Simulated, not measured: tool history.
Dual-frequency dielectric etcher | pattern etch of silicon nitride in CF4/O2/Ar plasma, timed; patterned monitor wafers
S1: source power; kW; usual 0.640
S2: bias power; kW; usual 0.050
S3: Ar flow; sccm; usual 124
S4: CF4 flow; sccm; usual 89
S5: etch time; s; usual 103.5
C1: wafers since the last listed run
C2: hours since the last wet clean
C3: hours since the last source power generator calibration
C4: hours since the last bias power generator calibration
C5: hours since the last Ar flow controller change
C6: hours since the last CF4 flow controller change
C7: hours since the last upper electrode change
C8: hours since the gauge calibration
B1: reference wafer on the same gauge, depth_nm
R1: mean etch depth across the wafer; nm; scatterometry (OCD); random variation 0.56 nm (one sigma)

{"run": 1, "hour": 0.0, "S1": 0.64, "S2": 0.05, "S3": 124, "S4": 89, "S5": 103.5, "C1": 0, "C2": 171.9, "C3": 6.7, "C4": 3592.3, "C5": 3880.4, "C6": 1856.5, "C7": 264.6, "C8": 1704.9, "B1": 170.0, "R1": 205.9}
{"run": 2, "hour": 44.3, "S1": 0.64, "S2": 0.05, "S3": 124, "S4": 96, "S5": 103.5, "C1": 388, "C2": 216.2, "C3": 51.0, "C4": 3636.6, "C5": 3924.7, "C6": 1900.8, "C7": 308.9, "C8": 1749.2, "B1": 170.1, "R1": 207.7}
{"run": 3, "hour": 87.7, "S1": 0.64, "S2": 0.05, "S3": 124, "S4": 96, "S5": 103.5, "C1": 380, "C2": 259.6, "C3": 94.4, "C4": 3680.0, "C5": 3968.1, "C6": 1944.2, "C7": 352.3, "C8": 1792.6, "B1": 170.0, "R1": 207.4}
{"run": 4, "hour": 137.9, "S1": 0.64, "S2": 0.05, "S3": 124, "S4": 75, "S5": 130.5, "C1": 439, "C2": 309.8, "C3": 144.6, "C4": 3730.2, "C5": 4018.3, "C6": 1994.4, "C7": 402.5, "C8": 1842.8, "B1": 169.9, "R1": 251.1}
{"run": 5, "hour": 177.1, "S1": 0.64, "S2": 0.05, "S3": 124, "S4": 89, "S5": 103.5, "C1": 343, "C2": 349.0, "C3": 183.8, "C4": 3769.4, "C5": 4057.5, "C6": 2033.6, "C7": 441.7, "C8": 1882.0, "B1": 170.0, "R1": 203.9}
{"hour": 211.0, "done": "Ar flow controller replaced"}
{"run": 6, "hour": 211.5, "S1": 0.64, "S2": 0.05, "S3": 124, "S4": 89, "S5": 93.0, "C1": 248, "C2": 383.4, "C3": 218.2, "C4": 3803.8, "C5": 0.5, "C6": 2068.0, "C7": 476.1, "C8": 1916.4, "B1": 170.0, "R1": 182.9}
{"run": 7, "hour": 273.5, "S1": 0.56, "S2": 0.05, "S3": 124, "S4": 89, "S5": 91.5, "C1": 543, "C2": 445.4, "C3": 280.2, "C4": 3865.8, "C5": 62.5, "C6": 2130.0, "C7": 538.1, "C8": 1978.4, "B1": 169.9, "R1": 166.0}
{"hour": 299.0, "done": "gauge calibrated"}
{"run": 8, "hour": 306.0, "S1": 0.7, "S2": 0.05, "S3": 124, "S4": 89, "S5": 103.5, "C1": 284, "C2": 477.9, "C3": 312.7, "C4": 3898.3, "C5": 95.0, "C6": 2162.5, "C7": 570.6, "C8": 7.0, "B1": 170.0, "R1": 213.8}
{"run": 9, "hour": 344.9, "S1": 0.64, "S2": 0.05, "S3": 124, "S4": 79, "S5": 103.5, "C1": 340, "C2": 516.8, "C3": 351.6, "C4": 3937.2, "C5": 133.9, "C6": 2201.4, "C7": 609.5, "C8": 45.9, "B1": 170.1, "R1": 198.7}
{"hour": 363.2, "done": "bias power generator calibrated"}
{"run": 10, "hour": 389.2, "S1": 0.64, "S2": 0.05, "S3": 124, "S4": 89, "S5": 103.5, "C1": 353, "C2": 561.1, "C3": 395.9, "C4": 26.0, "C5": 178.2, "C6": 2245.7, "C7": 653.8, "C8": 90.2, "B1": 170.1, "R1": 202.0}
{"run": 11, "hour": 456.2, "S1": 0.49, "S2": 0.06, "S3": 144, "S4": 72, "S5": 103.5, "C1": 587, "C2": 628.1, "C3": 462.9, "C4": 93.0, "C5": 245.2, "C6": 2312.7, "C7": 720.8, "C8": 157.2, "B1": 170.1, "R1": 172.7}
{"hour": 518.5, "done": "CF4 flow controller replaced"}
{"hour": 534.1, "done": "wet clean of the chamber"}
{"run": 12, "hour": 534.6, "S1": 0.64, "S2": 0.05, "S3": 124, "S4": 89, "S5": 103.5, "C1": 497, "C2": 0.5, "C3": 541.3, "C4": 171.4, "C5": 323.6, "C6": 16.1, "C7": 799.2, "C8": 235.6, "B1": 170.0, "R1": 203.2}
{"run": 13, "hour": 558.3, "S1": 0.64, "S2": 0.05, "S3": 124, "S4": 89, "S5": 103.5, "C1": 207, "C2": 24.2, "C3": 565.0, "C4": 195.1, "C5": 347.3, "C6": 39.8, "C7": 822.9, "C8": 259.3, "B1": 169.9, "R1": 204.9}
{"run": 14, "hour": 617.9, "S1": 0.64, "S2": 0.05, "S3": 124, "S4": 81, "S5": 93.0, "C1": 522, "C2": 83.8, "C3": 624.6, "C4": 254.7, "C5": 406.9, "C6": 99.4, "C7": 882.5, "C8": 318.9, "B1": 170.0, "R1": 180.6}
{"run": 15, "hour": 646.4, "S1": 0.64, "S2": 0.05, "S3": 124, "S4": 80, "S5": 103.5, "C1": 249, "C2": 112.3, "C3": 653.1, "C4": 283.2, "C5": 435.4, "C6": 127.9, "C7": 911.0, "C8": 347.4, "B1": 170.0, "R1": 200.7}
{"run": 16, "hour": 697.8, "S1": 0.64, "S2": 0.05, "S3": 149, "S4": 89, "S5": 79.0, "C1": 450, "C2": 163.7, "C3": 704.5, "C4": 334.6, "C5": 486.8, "C6": 179.3, "C7": 962.4, "C8": 398.8, "B1": 170.0, "R1": 150.3}
{"run": 17, "hour": 757.7, "S1": 0.64, "S2": 0.061, "S3": 107, "S4": 89, "S5": 103.5, "C1": 524, "C2": 223.6, "C3": 764.4, "C4": 394.5, "C5": 546.7, "C6": 239.2, "C7": 1022.3, "C8": 458.7, "B1": 170.1, "R1": 220.0}
{"run": 18, "hour": 818.4, "S1": 0.52, "S2": 0.05, "S3": 124, "S4": 103, "S5": 103.5, "C1": 531, "C2": 284.3, "C3": 825.1, "C4": 455.2, "C5": 607.4, "C6": 299.9, "C7": 1083.0, "C8": 519.4, "B1": 170.0, "R1": 183.0}
{"run": 19, "hour": 882.7, "S1": 0.64, "S2": 0.05, "S3": 124, "S4": 89, "S5": 103.5, "C1": 563, "C2": 348.6, "C3": 889.4, "C4": 519.5, "C5": 671.7, "C6": 364.2, "C7": 1147.3, "C8": 583.7, "B1": 170.0, "R1": 202.8}
{"run": 20, "hour": 925.6, "S1": 0.64, "S2": 0.05, "S3": 124, "S4": 75, "S5": 130.5, "C1": 375, "C2": 391.5, "C3": 932.3, "C4": 562.4, "C5": 714.6, "C6": 407.1, "C7": 1190.2, "C8": 626.6, "B1": 170.1, "R1": 247.9}
{"run": 21, "hour": 957.6, "S1": 0.5, "S2": 0.05, "S3": 124, "S4": 96, "S5": 103.5, "C1": 280, "C2": 423.5, "C3": 964.3, "C4": 594.4, "C5": 746.6, "C6": 439.1, "C7": 1222.2, "C8": 658.6, "B1": 169.9, "R1": 177.1}

4 ways to go on from here, each from the tool as it stands after run 21. What would each give?
{"run": "A", "hour": 958.0, "S1": 0.64, "S2": 0.05, "S3": 124, "S4": 75, "S5": 103.5, "C1": 3, "C2": 423.9, "C3": 964.7, "C4": 594.8, "C5": 747.0, "C6": 439.5, "C7": 1222.6, "C8": 659.0, "B1": "?", "R1": "?"}
{"run": "B", "hour": 958.0, "S1": 0.59, "S2": 0.05, "S3": 124, "S4": 89, "S5": 126.0, "C1": 3, "C2": 423.9, "C3": 964.7, "C4": 594.8, "C5": 747.0, "C6": 439.5, "C7": 1222.6, "C8": 659.0, "B1": "?", "R1": "?"}
{"run": "C", "hour": 958.0, "S1": 0.56, "S2": 0.039, "S3": 140, "S4": 68, "S5": 103.5, "C1": 3, "C2": 423.9, "C3": 964.7, "C4": 594.8, "C5": 747.0, "C6": 439.5, "C7": 1222.6, "C8": 659.0, "B1": "?", "R1": "?"}
{"run": "D", "hour": 958.0, "S1": 0.64, "S2": 0.05, "S3": 124, "S4": 89, "S5": 74.5, "C1": 3, "C2": 423.9, "C3": 964.7, "C4": 594.8, "C5": 747.0, "C6": 439.5, "C7": 1222.6, "C8": 659.0, "B1": "?", "R1": "?"}

run=A B1=170.1 R1=196.8
run=B B1=170.1 R1=233.7
run=C B1=170.1 R1=164.0
run=D B1=170.1 R1=144.9
Without the tool's hidden state the same runs would have given:
run=A R1=201.6
run=B R1=239.5
run=C R1=168.0
run=D R1=148.5
